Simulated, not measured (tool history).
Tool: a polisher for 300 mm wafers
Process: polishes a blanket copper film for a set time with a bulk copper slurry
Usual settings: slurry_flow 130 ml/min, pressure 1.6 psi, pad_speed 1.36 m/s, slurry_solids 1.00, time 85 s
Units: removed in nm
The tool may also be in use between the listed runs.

run,hour,slurry_flow,pressure,pad_speed,slurry_solids,time,"incoming thickness of the incoming film, nm",removed
1,0.0,130,1.6,1.36,1.00,85,4756.3,578.5
2,61.1,130,1.6,1.36,1.15,85,4633.0,598.6
3,107.5,130,1.6,1.36,1.00,85,4701.5,559.4
4,177.1,130,1.6,1.36,1.00,85,4711.0,590.6
5,225.5,130,1.6,1.36,1.00,85,4673.2,592.1
6,284.2,130,1.6,1.36,1.00,85,4616.7,585.7
7,333.6,130,1.6,1.36,1.00,85,4698.6,569.7
8,403.5,130,1.6,1.36,1.00,85,4675.0,562.4
9,432.6,130,1.6,1.36,1.00,85,4671.3,572.2
10,456.8,130,1.6,1.36,1.00,74,4644.2,487.4
11,490.2,130,1.6,1.36,1.00,74,4652.2,481.1
12,529.0,130,1.6,1.36,1.00,85,4622.6,588.4
13,566.3,130,1.6,1.36,1.00,85,4681.9,579.1
14,621.5,130,1.6,1.36,1.00,85,4668.2,576.8
15,648.0,115,1.6,1.36,1.00,85,4681.2,564.2
16,687.4,130,1.6,1.36,1.00,69,4626.5,465.2
17,742.4,130,2.2,1.36,1.00,77,4699.3,706.1
18,812.2,130,1.6,1.36,1.00,85,4715.8,563.5
19,853.4,130,1.6,1.36,1.00,85,4677.3,593.3
20,924.3,130,1.6,1.36,1.00,110,4710.8,763.1
21,996.0,130,1.6,1.36,1.00,85,4660.5,581.5
22,1054.4,115,1.9,1.36,1.25,71,4610.9,583.1
23,1113.9,130,1.6,1.36,1.00,85,4675.0,569.9
24,1165.6,130,1.6,1.36,1.00,70,4668.9,481.3
25,1190.3,130,1.6,1.36,0.85,85,4763.8,556.4
26,1231.4,165,1.6,1.36,1.00,85,4689.6,607.5
27,1297.5,130,2.2,1.36,1.00,77,4686.0,726.7
28,1358.1,130,1.6,1.36,0.70,85,4675.5,516.4
29,1418.1,130,1.6,1.16,1.00,85,4723.7,495.4
30,1473.7,85,1.6,1.36,1.00,96,4725.1,598.2
31,1518.4,90,1.6,1.36,1.00,85,4659.1,546.8

Not shown: 13 entries that the log had between the listed runs. Between which runs, and how does the tool's hidden state differ before and after?
Between runs 2 and 3: slurry blender recalibrated (hour 107.0)
  removal rate lost through wear of the pad, %: 3.03 -> 4.13
  measured less the result without the state, removed: -18.7 -> -24.1 nm
Between runs 3 and 4: worn pad replaced by a new one (hour 170.3)
  removal rate lost through wear of the pad, %: 4.13 -> 0.257
  measured less the result without the state, removed: -24.1 -> -1.5 nm
Between runs 8 and 9: slurry blender recalibrated (hour 432.1)
  removal rate lost through wear of the pad, %: 2.89 -> 3.59
  measured less the result without the state, removed: -16.8 -> -21.3 nm
Between runs 9 and 10: slurry nozzle cleaned (hour 447.3)
  removal rate lost through wear of the pad, %: 3.59 -> 4.23
  measured less the result without the state, removed: -21.3 -> -21.6 nm
Between runs 11 and 12: worn pad replaced by a new one (hour 512.1)
  removal rate lost through wear of the pad, %: 5.22 -> 0.843
  measured less the result without the state, removed: -26.4 -> -5.0 nm
Between runs 15 and 16: head pressure recalibrated (hour 661.2)
  removal rate lost through wear of the pad, %: 1.72 -> 2.32
  measured less the result without the state, removed: -9.9 -> -11.0 nm
Between runs 17 and 18: slurry blender recalibrated (hour 761.9)
  removal rate lost through wear of the pad, %: 3.4 -> 5.2
  measured less the result without the state, removed: -24.8 -> -30.8 nm
Between runs 18 and 19: worn pad replaced by a new one (hour 821.5)
  removal rate lost through wear of the pad, %: 5.2 -> 0.0908
  measured less the result without the state, removed: -30.8 -> -0.5 nm
Between runs 21 and 22: slurry blender recalibrated (hour 1049.6)
  removal rate lost through wear of the pad, %: 1.52 -> 2.67
  measured less the result without the state, removed: -9.0 -> -16.0 nm
Between runs 23 and 24: worn pad replaced by a new one (hour 1119.0); slurry nozzle cleaned (hour 1143.8)
  removal rate lost through wear of the pad, %: 4.19 -> 0.808
  measured less the result without the state, removed: -24.9 -> -4.0 nm
Between runs 27 and 28: slurry blender recalibrated (hour 1326.8)
  removal rate lost through wear of the pad, %: 2.25 -> 3.47
  measured less the result without the state, removed: -16.7 -> -18.6 nm
Between runs 29 and 30: worn pad replaced by a new one (hour 1460.6)
  removal rate lost through wear of the pad, %: 5.04 -> 0.413
  measured less the result without the state, removed: -26.3 -> -2.5 nm
